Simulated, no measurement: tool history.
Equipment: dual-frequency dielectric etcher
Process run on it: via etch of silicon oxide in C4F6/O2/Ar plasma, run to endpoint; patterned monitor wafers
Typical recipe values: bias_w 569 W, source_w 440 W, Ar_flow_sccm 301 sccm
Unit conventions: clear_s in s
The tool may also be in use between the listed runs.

run    hour  bias_w  source_w  Ar_flow_sccm  wafers since the last listed run  hours since the last wet clean  hours since the last bias power generator calibration  hours since the last source power generator calibration  hours since the last Ar flow controller change  hours since the last upper electrode change  incoming incoming film thickness, nm  clear_s
  1     0.0     569       470           284                                 0                           467.7                                                 1521.5                                                   1827.7                                          1995.9                                       2507.4                                 182.5     36.9
       14.0  -- wet clean of the chamber
  2    48.5     569       470           284                               381                            34.5                                                 1570.0                                                   1876.2                                          2044.4                                       2555.9                                 183.2     36.7
  3   146.7     569       470           284                              1084                           132.7                                                 1668.2                                                   1974.4                                          2142.6                                       2654.1                                 184.2     36.6
  4   231.0     569       440           322                               931                           217.0                                                 1752.5                                                   2058.7                                          2226.9                                       2738.4                                 184.5     38.8
  5   274.6     569       440           322                               481                           260.6                                                 1796.1                                                   2102.3                                          2270.5                                       2782.0                                 184.4     38.7
  6   326.0     569       440           301                               567                           312.0                                                 1847.5                                                   2153.7                                          2321.9                                       2833.4                                 185.3     38.6
  7   426.0     671       440           357                              1104                           412.0                                                 1947.5                                                   2253.7                                          2421.9                                       2933.4                                 182.8     35.5
      496.6  -- wet clean of the chamber
  8   499.8     671       440           357                               550                             3.2                                                 2021.3                                                   2327.5                                          2495.7                                       3007.2                                 184.0     35.7
      537.4  -- Ar flow controller replaced
  9   588.8     569       490           301                               916                            92.2                                                 2110.3                                                   2416.5                                            51.4                                       3096.2                                 182.7     36.0
 10   654.0     569       490           301                               720                           157.4                                                 2175.5                                                   2481.7                                           116.6                                       3161.4                                 184.1     36.4
      754.9  -- upper electrode replaced, of another model than before
 11   755.4     569       490           301                               855                           258.8                                                 2276.9                                                   2583.1                                           218.0                                          0.5                                 183.2     36.9
      776.5  -- source power generator calibrated
 12   844.5     657       380           254                               940                           347.9                                                 2366.0                                                     68.0                                           307.1                                         89.6                                 184.4     36.9
 13   881.3     569       440           301                               406                           384.7                                                 2402.8                                                    104.8                                           343.9                                        126.4                                 184.7     38.4
 14   936.3     671       440           357                               607                           439.7                                                 2457.8                                                    159.8                                           398.9                                        181.4                                 183.3     36.9
      970.5  -- wet clean of the chamber
 15  1026.9     569       440           301                               735                            56.4                                                 2548.4                                                    250.4                                           489.5                                        272.0                                 183.3     38.3
 16  1078.6     605       440           362                               571                           108.1                                                 2600.1                                                    302.1                                           541.2                                        323.7                                 183.5     38.2
     1091.0  -- bias power generator calibrated
 17  1148.2     569       440           372                               724                           177.7                                                   57.2                                                    371.7                                           610.8                                        393.3                                 183.2     40.1
 18  1184.3     569       390           301                               398                           213.8                                                   93.3                                                    407.8                                           646.9                                        429.4                                 181.5     39.5
 19  1225.2     605       440           362                               451                           254.7                                                  134.2                                                    448.7                                           687.8                                        470.3                                 183.0     38.7
 20  1319.3     569       360           301                              1039                           348.8                                                  228.3                                                    542.8                                           781.9                                        564.4                                 183.3     41.0
 21  1391.1     671       490           301                               793                           420.6                                                  300.1                                                    614.6                                           853.7                                        636.2                                 182.3     35.3
 22  1465.1     569       440           349                               817                           494.6                                                  374.1                                                    688.6                                           927.7                                        710.2                                 184.0     39.6
     1510.8  -- wet clean of the chamber
 23  1525.4     569       440           301                               401                            14.6                                                  434.4                                                    748.9                                           988.0                                        770.5                                 184.3     39.1

Some steps in clear_s between neighbouring runs. How much of each would the tool show without its hidden state too (settings, what came in, random variation), and how much is left for the hidden state, with any gauge scatter that isn't in both results?
The hidden state here: etch rate over this chamber's usual, %; bias power that arrives over what is set, %; source power that arrives over what is set, %; Ar flow that arrives over what is set, %.
Run 10 -> 11: upper electrode replaced, of another model than before. clear_s +0.5 s: hidden state +0.3, all else +0.2.
Run 16 -> 17: bias_w 605 -> 569, Ar_flow_sccm 362 -> 372, bias power generator calibrated. clear_s +1.9 s: hidden state +0.6, all else +1.3.
Run 20 -> 21: bias_w 569 -> 671, source_w 360 -> 490. clear_s -5.7 s: hidden state +0.0, all else -5.7.
Run 21 -> 22: bias_w 671 -> 569, source_w 490 -> 440, Ar_flow_sccm 301 -> 349. clear_s +4.3 s: hidden state -0.1, all else +4.4.
